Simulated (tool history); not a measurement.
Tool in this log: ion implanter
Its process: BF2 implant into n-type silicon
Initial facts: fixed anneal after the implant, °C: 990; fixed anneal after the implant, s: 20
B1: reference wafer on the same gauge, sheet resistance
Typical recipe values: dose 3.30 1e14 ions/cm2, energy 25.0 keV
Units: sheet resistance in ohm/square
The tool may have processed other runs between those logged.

{"run": 1, "day": 0.0, "dose": 2.84, "energy": 25.0, "B1": 291.14, "sheet resistance": 406.24}
{"day": 1.096, "done": "gauge calibrated"}
{"run": 2, "day": 1.288, "dose": 2.84, "energy": 25.0, "B1": 288.83, "sheet resistance": 406.56}
{"run": 3, "day": 2.112, "dose": 2.84, "energy": 25.0, "B1": 289.39, "sheet resistance": 405.07}
{"run": 4, "day": 2.879, "dose": 3.3, "energy": 25.0, "B1": 289.86, "sheet resistance": 356.98}
{"run": 5, "day": 6.462, "dose": 3.3, "energy": 25.0, "B1": 291.14, "sheet resistance": 360.04}
{"run": 6, "day": 7.688, "dose": 3.3, "energy": 25.0, "B1": 291.29, "sheet resistance": 360.73}
{"run": 7, "day": 8.55, "dose": 3.3, "energy": 25.0, "B1": 291.39, "sheet resistance": 360.73}
{"day": 9.833, "done": "extraction supply calibrated"}
{"run": 8, "day": 9.854, "dose": 3.3, "energy": 25.0, "B1": 291.59, "sheet resistance": 361.96}
{"run": 9, "day": 10.308, "dose": 2.43, "energy": 27.5, "B1": 291.54, "sheet resistance": 462.84}
{"day": 10.842, "done": "gauge calibrated"}
{"run": 10, "day": 11.462, "dose": 2.35, "energy": 32.5, "B1": 288.32, "sheet resistance": 465.4}
{"day": 12.292, "done": "Faraday cup replaced and dose calibrated"}
{"run": 11, "day": 12.308, "dose": 3.3, "energy": 25.0, "B1": 288.96, "sheet resistance": 359.76}
{"run": 12, "day": 12.808, "dose": 3.81, "energy": 25.0, "B1": 289.28, "sheet resistance": 318.15}
{"run": 13, "day": 13.321, "dose": 2.64, "energy": 16.5, "B1": 289.17, "sheet resistance": 450.11}
{"run": 14, "day": 14.575, "dose": 2.66, "energy": 33.5, "B1": 289.94, "sheet resistance": 421.85}
{"run": 15, "day": 15.192, "dose": 3.3, "energy": 18.0, "B1": 290.0, "sheet resistance": 373.79}
{"run": 16, "day": 16.625, "dose": 4.24, "energy": 21.5, "B1": 290.54, "sheet resistance": 302.86}

Below, some changes in sheet resistance between adjacent runs. For each, the amount present without the hidden state too (settings, incoming material, random variation) and the amount remaining for the hidden state with gauge scatter not shared by both compared results:
Hidden conditions of the tool in this case: deviation of the true dose from the Faraday cup's reading, %; deviation of the true energy from its setpoint, %; gauge reads high (%).
Run 9 -> 10: dose 2.43 -> 2.35, energy 27.5 -> 32.5, gauge calibrated. sheet resistance +2.56 ohm/square: hidden state -5.17, all else +7.73.
Run 12 -> 13: dose 3.81 -> 2.64, energy 25.0 -> 16.5. sheet resistance +131.96 ohm/square: hidden state +0.88, all else +131.08.
